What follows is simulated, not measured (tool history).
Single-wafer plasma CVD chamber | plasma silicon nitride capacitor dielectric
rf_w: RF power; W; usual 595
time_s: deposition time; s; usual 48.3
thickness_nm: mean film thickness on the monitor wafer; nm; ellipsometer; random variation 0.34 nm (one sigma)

| run | hour | rf_w | time_s | read-back reference wafer on the same gauge, thickness_nm | thickness_nm |
|---|---|---|---|---|---|
| 1 | 0.0 | 525 | 43.3 | 63.099 | 65.592 |
| 2 | 39.2 | 595 | 48.3 | 63.080 | 76.048 |
| 3 | 119.5 | 595 | 48.3 | 63.100 | 76.183 |
| 4 | 223.5 | 595 | 48.3 | 63.087 | 75.962 |
| 5 | 326.8 | 505 | 48.3 | 63.154 | 72.144 |
| 6 | 379.9 | 595 | 51.7 | 63.063 | 81.762 |
| 7 | 484.2 | 595 | 51.7 | 63.098 | 80.369 |
| 8 | 563.3 | 690 | 48.3 | 63.167 | 78.475 |
| 9 | 626.2 | 690 | 48.3 | 63.169 | 78.382 |
| 10 | 730.6 | 595 | 48.3 | 63.075 | 75.448 |
|  | 738.9 | showerhead replaced |
| 11 | 837.6 | 595 | 48.3 | 63.153 | 75.423 |
| 12 | 888.9 | 595 | 48.3 | 63.053 | 74.873 |
| 13 | 950.2 | 545 | 48.3 | 63.182 | 73.415 |
| 14 | 997.1 | 545 | 48.3 | 63.112 | 72.921 |
| 15 | 1050.8 | 545 | 48.3 | 63.205 | 73.110 |
| 16 | 1123.7 | 595 | 51.7 | 63.078 | 80.329 |
| 17 | 1184.0 | 595 | 41.7 | 63.049 | 64.427 |
| 18 | 1278.9 | 645 | 39.9 | 63.193 | 63.040 |
| 19 | 1318.5 | 595 | 41.9 | 63.118 | 64.510 |
| 20 | 1404.2 | 480 | 52.8 | 63.110 | 76.809 |
| 21 | 1506.5 | 595 | 48.3 | 63.141 | 74.590 |
|  | 1538.1 | RF generator calibrated |
| 22 | 1607.5 | 490 | 53.2 | 63.133 | 79.141 |
| 23 | 1672.6 | 645 | 39.9 | 63.041 | 64.152 |
|  | 1708.4 | gauge calibrated |
| 24 | 1722.6 | 670 | 51.4 | 63.198 | 83.205 |
| 25 | 1790.1 | 595 | 48.3 | 63.134 | 75.519 |
| 26 | 1871.0 | 545 | 48.3 | 63.078 | 74.118 |
| 27 | 1931.7 | 595 | 42.8 | 63.120 | 66.468 |
| 28 | 1986.2 | 595 | 38.9 | 63.184 | 61.092 |
| 29 | 2085.4 | 550 | 57.8 | 63.079 | 89.069 |

The next listed run, before its measurement:
| 30 | 2181.8 | 515 | 45.9 | ? | ? |

Run 30 gave read-back reference wafer on the same gauge, thickness_nm 63.157, thickness_nm 69.679 nm.
Without the tool's hidden state the same run would have given thickness_nm 69.949 nm.
